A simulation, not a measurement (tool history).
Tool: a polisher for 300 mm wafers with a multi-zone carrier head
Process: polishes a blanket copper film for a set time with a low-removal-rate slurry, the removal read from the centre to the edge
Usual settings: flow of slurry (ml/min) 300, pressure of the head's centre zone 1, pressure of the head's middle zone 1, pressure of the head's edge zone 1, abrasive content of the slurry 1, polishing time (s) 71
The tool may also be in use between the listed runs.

run     day  flow of slurry (ml/min)  pressure of the head's centre zone  pressure of the head's middle zone  pressure of the head's edge zone  abrasive content of the slurry  polishing time (s)  incoming thickness of the incoming film, nm  film removed at the wafer's centre (nm)  film removed at mid-radius (nm)  film removed at the wafer's edge (nm)
  1       0                      300                                   1                                   1                                 1                               1                  71                                       1387.3                                    209.4                            201.1                                  190.1
      1.054  -- slurry nozzle cleaned
  2   3.171                      300                                   1                                   1                                 1                               1                  71                                       1391.9                                    208.5                            198.3                                    196
      4.904  -- worn pad replaced by a new one
      5.354  -- centre zone pressure recalibrated
  3   5.717                      300                                   1                                   1                                 1                               1                  71                                       1401.5                                    198.9                            199.2                                  195.1
  4   9.229                      300                                   1                                   1                                 1                               1                  71                                       1385.2                                    200.4                              201                                  196.9
  5  12.638                      300                                   1                                   1                                 1                               1                  71                                       1412.2                                    204.7                            194.5                                  198.9
  6  16.029                      300                                   1                                   1                                 1                               1                  71                                       1391.8                                    207.8                              198                                  193.9
       16.2  -- worn pad replaced by a new one
     17.704  -- slurry nozzle cleaned
  7  18.117                      300                                   1                                   1                                 1                               1                  71                                       1405.9                                    209.5                            196.2                                    195
  8  21.833                      300                                   1                                   1                                 1                               1                  71                                       1399.6                                      213                            199.1                                  193.4

The next listed run, before its measurement:
     22.746  -- centre zone pressure recalibrated
     23.138  -- edge zone pressure recalibrated
     24.817  -- carrier head's membrane replaced by a new one
  9  25.096                      300                                   1                                   1                                 1                               1                  71                                       1432.7                                        ?                                ?                                      ?

{"run 9": {"film removed at the wafer's centre (nm)": 200.3, "film removed at mid-radius (nm)": 197.6, "film removed at the wafer's edge (nm)": 193.8}}
Without the tool's hidden state the same run would have given film removed at the wafer's centre (nm) 196.6, film removed at mid-radius (nm) 197.6, film removed at the wafer's edge (nm) 193.8.

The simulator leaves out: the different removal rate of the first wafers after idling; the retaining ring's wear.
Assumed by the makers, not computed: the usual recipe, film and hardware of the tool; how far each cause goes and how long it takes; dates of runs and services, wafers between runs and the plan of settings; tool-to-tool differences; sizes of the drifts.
